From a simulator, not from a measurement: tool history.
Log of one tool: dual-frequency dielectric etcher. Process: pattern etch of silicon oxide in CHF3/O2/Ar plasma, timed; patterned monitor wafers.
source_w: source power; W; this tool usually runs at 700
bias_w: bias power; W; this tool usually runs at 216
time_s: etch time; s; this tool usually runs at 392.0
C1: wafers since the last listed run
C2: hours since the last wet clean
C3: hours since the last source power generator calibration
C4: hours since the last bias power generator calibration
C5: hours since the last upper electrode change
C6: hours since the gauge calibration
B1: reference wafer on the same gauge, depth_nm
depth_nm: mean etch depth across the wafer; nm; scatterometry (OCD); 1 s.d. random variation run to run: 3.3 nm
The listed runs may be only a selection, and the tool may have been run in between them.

{"run": 1, "hour": 0.0, "source_w": 560, "bias_w": 216, "time_s": 419.0, "C1": 0, "C2": 25.5, "C3": 4072.9, "C4": 1890.2, "C5": 3514.9, "C6": 780.4, "B1": 972.8, "depth_nm": 812.7}
{"run": 2, "hour": 32.4, "source_w": 570, "bias_w": 216, "time_s": 392.0, "C1": 163, "C2": 57.9, "C3": 4105.3, "C4": 1922.6, "C5": 3547.3, "C6": 812.8, "B1": 971.9, "depth_nm": 770.9}
{"run": 3, "hour": 45.6, "source_w": 700, "bias_w": 216, "time_s": 392.0, "C1": 66, "C2": 71.1, "C3": 4118.5, "C4": 1935.8, "C5": 3560.5, "C6": 826.0, "B1": 974.0, "depth_nm": 880.9}
{"run": 4, "hour": 61.2, "source_w": 700, "bias_w": 216, "time_s": 392.0, "C1": 78, "C2": 86.7, "C3": 4134.1, "C4": 1951.4, "C5": 3576.1, "C6": 841.6, "B1": 974.3, "depth_nm": 883.7}
{"run": 5, "hour": 91.1, "source_w": 700, "bias_w": 216, "time_s": 392.0, "C1": 151, "C2": 116.6, "C3": 4164.0, "C4": 1981.3, "C5": 3606.0, "C6": 871.5, "B1": 974.2, "depth_nm": 880.3}
{"hour": 107.8, "done": "gauge calibrated"}
{"run": 6, "hour": 111.0, "source_w": 700, "bias_w": 216, "time_s": 392.0, "C1": 100, "C2": 136.5, "C3": 4183.9, "C4": 2001.2, "C5": 3625.9, "C6": 3.2, "B1": 974.8, "depth_nm": 881.6}
{"hour": 124.0, "done": "source power generator calibrated"}
{"run": 7, "hour": 141.1, "source_w": 700, "bias_w": 216, "time_s": 392.0, "C1": 131, "C2": 166.6, "C3": 17.1, "C4": 2031.3, "C5": 3656.0, "C6": 33.3, "B1": 973.4, "depth_nm": 884.2}
{"hour": 169.7, "done": "bias power generator calibrated"}
{"run": 8, "hour": 170.2, "source_w": 700, "bias_w": 216, "time_s": 392.0, "C1": 126, "C2": 195.7, "C3": 46.2, "C4": 0.5, "C5": 3685.1, "C6": 62.4, "B1": 974.7, "depth_nm": 882.9}
{"run": 9, "hour": 200.1, "source_w": 700, "bias_w": 183, "time_s": 392.0, "C1": 151, "C2": 225.6, "C3": 76.1, "C4": 30.4, "C5": 3715.0, "C6": 92.3, "B1": 972.8, "depth_nm": 836.9}
{"run": 10, "hour": 212.7, "source_w": 700, "bias_w": 183, "time_s": 392.0, "C1": 63, "C2": 238.2, "C3": 88.7, "C4": 43.0, "C5": 3727.6, "C6": 104.9, "B1": 973.2, "depth_nm": 839.4}
{"run": 11, "hour": 227.0, "source_w": 700, "bias_w": 183, "time_s": 392.0, "C1": 72, "C2": 252.5, "C3": 103.0, "C4": 57.3, "C5": 3741.9, "C6": 119.2, "B1": 974.5, "depth_nm": 835.3}
{"run": 12, "hour": 256.6, "source_w": 550, "bias_w": 265, "time_s": 392.0, "C1": 149, "C2": 282.1, "C3": 132.6, "C4": 86.9, "C5": 3771.5, "C6": 148.8, "B1": 972.1, "depth_nm": 805.6}
{"run": 13, "hour": 278.2, "source_w": 650, "bias_w": 202, "time_s": 292.5, "C1": 109, "C2": 303.7, "C3": 154.2, "C4": 108.5, "C5": 3793.1, "C6": 170.4, "B1": 974.6, "depth_nm": 616.2}
{"run": 14, "hour": 294.7, "source_w": 600, "bias_w": 162, "time_s": 392.0, "C1": 83, "C2": 320.2, "C3": 170.7, "C4": 125.0, "C5": 3809.6, "C6": 186.9, "B1": 974.4, "depth_nm": 728.8}
{"run": 15, "hour": 311.5, "source_w": 700, "bias_w": 183, "time_s": 392.0, "C1": 84, "C2": 337.0, "C3": 187.5, "C4": 141.8, "C5": 3826.4, "C6": 203.7, "B1": 974.4, "depth_nm": 832.3}
{"run": 16, "hour": 341.7, "source_w": 780, "bias_w": 261, "time_s": 392.0, "C1": 152, "C2": 367.2, "C3": 217.7, "C4": 172.0, "C5": 3856.6, "C6": 233.9, "B1": 974.4, "depth_nm": 1001.0}
{"run": 17, "hour": 377.5, "source_w": 850, "bias_w": 216, "time_s": 291.0, "C1": 180, "C2": 403.0, "C3": 253.5, "C4": 207.8, "C5": 3892.4, "C6": 269.7, "B1": 972.8, "depth_nm": 733.2}
{"run": 18, "hour": 409.0, "source_w": 700, "bias_w": 216, "time_s": 392.0, "C1": 159, "C2": 434.5, "C3": 285.0, "C4": 239.3, "C5": 3923.9, "C6": 301.2, "B1": 973.2, "depth_nm": 876.2}
{"run": 19, "hour": 435.1, "source_w": 810, "bias_w": 216, "time_s": 392.0, "C1": 131, "C2": 460.6, "C3": 311.1, "C4": 265.4, "C5": 3950.0, "C6": 327.3, "B1": 974.2, "depth_nm": 960.8}
{"run": 20, "hour": 465.9, "source_w": 700, "bias_w": 240, "time_s": 472.0, "C1": 155, "C2": 491.4, "C3": 341.9, "C4": 296.2, "C5": 3980.8, "C6": 358.1, "B1": 973.7, "depth_nm": 1099.7}
{"hour": 493.1, "done": "upper electrode replaced"}
{"hour": 524.0, "done": "wet clean of the chamber"}
{"run": 21, "hour": 524.5, "source_w": 520, "bias_w": 216, "time_s": 392.0, "C1": 53, "C2": 0.5, "C3": 400.5, "C4": 354.8, "C5": 31.4, "C6": 416.7, "B1": 975.4, "depth_nm": 723.8}
{"run": 22, "hour": 537.2, "source_w": 700, "bias_w": 216, "time_s": 392.0, "C1": 64, "C2": 13.2, "C3": 413.2, "C4": 367.5, "C5": 44.1, "C6": 429.4, "B1": 974.5, "depth_nm": 876.5}
{"run": 23, "hour": 549.5, "source_w": 700, "bias_w": 216, "time_s": 392.0, "C1": 62, "C2": 25.5, "C3": 425.5, "C4": 379.8, "C5": 56.4, "C6": 441.7, "B1": 974.9, "depth_nm": 884.4}
{"run": 24, "hour": 575.2, "source_w": 800, "bias_w": 216, "time_s": 392.0, "C1": 129, "C2": 51.2, "C3": 451.2, "C4": 405.5, "C5": 82.1, "C6": 467.4, "B1": 974.7, "depth_nm": 952.9}
{"run": 25, "hour": 669.4, "source_w": 860, "bias_w": 263, "time_s": 490.0, "C1": 475, "C2": 145.4, "C3": 545.4, "C4": 499.7, "C5": 176.3, "C6": 561.6, "B1": 973.3, "depth_nm": 1323.9}
{"run": 26, "hour": 694.3, "source_w": 610, "bias_w": 174, "time_s": 460.0, "C1": 125, "C2": 170.3, "C3": 570.3, "C4": 524.6, "C5": 201.2, "C6": 586.5, "B1": 973.2, "depth_nm": 882.4}
{"run": 27, "hour": 719.2, "source_w": 700, "bias_w": 164, "time_s": 392.0, "C1": 125, "C2": 195.2, "C3": 595.2, "C4": 549.5, "C5": 226.1, "C6": 611.4, "B1": 974.3, "depth_nm": 805.2}
{"run": 28, "hour": 753.4, "source_w": 700, "bias_w": 216, "time_s": 495.0, "C1": 172, "C2": 229.4, "C3": 629.4, "C4": 583.7, "C5": 260.3, "C6": 645.6, "B1": 973.5, "depth_nm": 1117.5}
{"run": 29, "hour": 774.3, "source_w": 700, "bias_w": 197, "time_s": 277.0, "C1": 105, "C2": 250.3, "C3": 650.3, "C4": 604.6, "C5": 281.2, "C6": 666.5, "B1": 973.8, "depth_nm": 608.9}

Run-by-run hidden state of the tool:
etch rate over this chamber's usual, %: 0 on each run
source power that arrives over what is set, %: 0 on each run
bias power that arrives over what is set, %: 0 on each run
gauge reads high (%): 0 on each run

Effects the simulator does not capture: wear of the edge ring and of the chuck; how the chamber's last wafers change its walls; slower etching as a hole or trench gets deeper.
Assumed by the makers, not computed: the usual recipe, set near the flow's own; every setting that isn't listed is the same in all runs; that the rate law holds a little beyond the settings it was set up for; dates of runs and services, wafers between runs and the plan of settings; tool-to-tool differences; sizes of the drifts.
